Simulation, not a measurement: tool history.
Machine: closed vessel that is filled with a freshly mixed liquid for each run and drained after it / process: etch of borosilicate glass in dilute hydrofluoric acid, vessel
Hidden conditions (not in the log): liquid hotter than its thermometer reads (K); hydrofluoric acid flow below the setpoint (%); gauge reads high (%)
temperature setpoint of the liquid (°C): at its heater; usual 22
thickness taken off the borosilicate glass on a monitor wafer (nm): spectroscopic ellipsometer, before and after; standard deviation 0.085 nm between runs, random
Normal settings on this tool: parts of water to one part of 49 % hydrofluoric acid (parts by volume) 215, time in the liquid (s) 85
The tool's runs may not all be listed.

run,hour,temperature setpoint of the liquid (°C),parts of water to one part of 49 % hydrofluoric acid (parts by volume),time in the liquid (s),wafers since the last listed run,hours since the thermometer was replaced,hours since the hydrofluoric acid flow meter was replaced,hours since the gauge calibration,"read-back film thickness of the borosilicate glass reference wafer, read on the same gauge (nm)",thickness taken off the borosilicate glass on a monitor wafer (nm)
1,0,22,215,85,0,1251.9,563.4,750.5,79.98,17.01
2,43.9,24.5,215,85,3499,1295.8,607.3,794.4,79.98,18.84
3,92.2,22,215,85,3849,1344.1,655.6,842.7,79.97,17.28
# hour 119.3: hydrofluoric acid flow meter replaced
4,123.4,22,215,85,2407,1375.3,4.1,873.9,80.07,17.1
5,153,22,215,85,2359,1404.9,33.7,903.5,79.96,17.28
6,219.1,22,215,85,5268,1471,99.8,969.6,80.03,17.11
7,255.1,22,215,85,2869,1507,135.8,1005.6,80.03,17.29
8,286.5,22,215,85,2502,1538.4,167.2,1037,80.04,17.28
9,331.3,22,215,85,3570,1583.2,212,1081.8,79.93,17.19
10,379.3,24,215,85,3825,1631.2,260,1129.8,80.01,18.61
11,438.2,24,215,85,4694,1690.1,318.9,1188.7,79.99,18.75
12,486.1,22,215,85,3818,1738,366.8,1236.6,79.99,17.2
13,540.8,22,215,85,4360,1792.7,421.5,1291.3,79.99,17.12
14,569.6,22,245,85,2295,1821.5,450.3,1320.1,80.03,14.7
# hour 588.1: gauge calibrated
15,597.3,20,305,35,2207,1849.2,478,9.2,80.05,4.25
16,630.1,22,125,85,2614,1882,510.8,42,79.99,32.6
17,662.8,24.5,215,65,2606,1914.7,543.5,74.7,79.99,14.42
18,720.8,22,260,85,4623,1972.7,601.5,132.7,80,13.54
# hour 743.7: thermometer replaced
# hour 747.3: hydrofluoric acid flow meter replaced
19,764.8,22,215,85,3347,21.1,17.5,176.7,79.97,17.3
20,806.4,27,255,105,3315,62.7,59.1,218.3,79.97,20.51
21,852.3,27,215,120,3658,108.6,105,264.2,80,29.16
22,888,22,215,85,2845,144.3,140.7,299.9,80,17.11
23,922,24.5,145,85,2710,178.3,174.7,333.9,80.05,30.29
24,980,17.5,215,115,4623,236.3,232.7,391.9,80,19.53
25,1042.9,22,125,110,5013,299.2,295.6,454.8,79.97,42.48
26,1077.4,22,305,85,2749,333.7,330.1,489.3,80,11.14
27,1127.6,25,215,135,4001,383.9,380.3,539.5,80.05,30.44
28,1162.1,22,215,85,2749,418.4,414.8,574,80.02,17.24
29,1205.5,23.5,300,105,3459,461.8,458.2,617.4,80.03,14.77

Below are 3 alternative next runs, each starting from the tool's condition after run 29. Predict each:
A,1206.2,22,290,85,55,462.5,458.9,618.1,?,?
B,1206.2,25,315,60,55,462.5,458.9,618.1,?,?
C,1206.2,18.5,155,85,55,462.5,458.9,618.1,?,?

run,"read-back film thickness of the borosilicate glass reference wafer, read on the same gauge (nm)",thickness taken off the borosilicate glass on a monitor wafer (nm)
A,80.01,11.88
B,80.01,8.37
C,80.01,22.18
Without the tool's unlogged condition, the same runs would have read:
run,thickness taken off the borosilicate glass on a monitor wafer (nm)
A,11.88
B,8.37
C,22.18
